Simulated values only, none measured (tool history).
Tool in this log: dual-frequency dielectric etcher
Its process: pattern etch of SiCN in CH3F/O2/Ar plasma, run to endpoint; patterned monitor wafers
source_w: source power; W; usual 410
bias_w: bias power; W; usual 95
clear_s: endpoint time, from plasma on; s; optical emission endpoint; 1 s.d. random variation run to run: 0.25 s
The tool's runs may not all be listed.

run,hour,source_w,bias_w,"incoming incoming film thickness, nm",clear_s
1,0.0,410,95,13.09,29.2
2,44.0,410,95,13.12,29.0
3,112.0,410,95,12.98,29.5
4,371.5,410,95,13.13,29.3
5,432.8,370,95,13.03,31.2
# hour 476.2: wet clean of the chamber
6,503.3,410,95,13.09,29.4
7,590.1,410,95,13.20,29.8
8,661.9,410,95,12.95,28.6
9,747.1,410,95,13.15,29.9
# hour 797.7: bias power generator calibrated
10,831.2,410,95,13.13,29.0
11,930.8,410,95,13.18,29.8
# hour 977.9: wet clean of the chamber
12,1024.5,410,95,13.21,29.8
# hour 1083.6: upper electrode replaced
13,1109.4,410,95,13.04,29.7
# hour 1146.3: source power generator calibrated
14,1149.1,490,79,13.08,29.5
15,1209.0,370,80,13.14,33.4
16,1295.2,410,95,13.06,29.4
17,1341.2,410,95,13.01,29.5
18,1415.4,410,118,13.21,27.1
# hour 1483.3: wet clean of the chamber
19,1516.2,460,110,13.09,26.0
20,1602.5,410,95,13.00,29.2
21,1680.9,490,76,13.14,29.8
22,1755.3,460,105,13.12,26.5
23,1803.4,410,77,13.04,32.4
24,1876.0,320,77,13.02,36.3
25,2032.6,410,95,13.14,29.6
# hour 2105.5: wet clean of the chamber
26,2115.4,410,86,13.10,30.7

Exercise: give the hidden state of the tool at every run:
etch rate over this chamber's usual, %: 0 in every run
source power that arrives over what is set, %: 0 in every run
bias power that arrives over what is set, %: 0 in every run
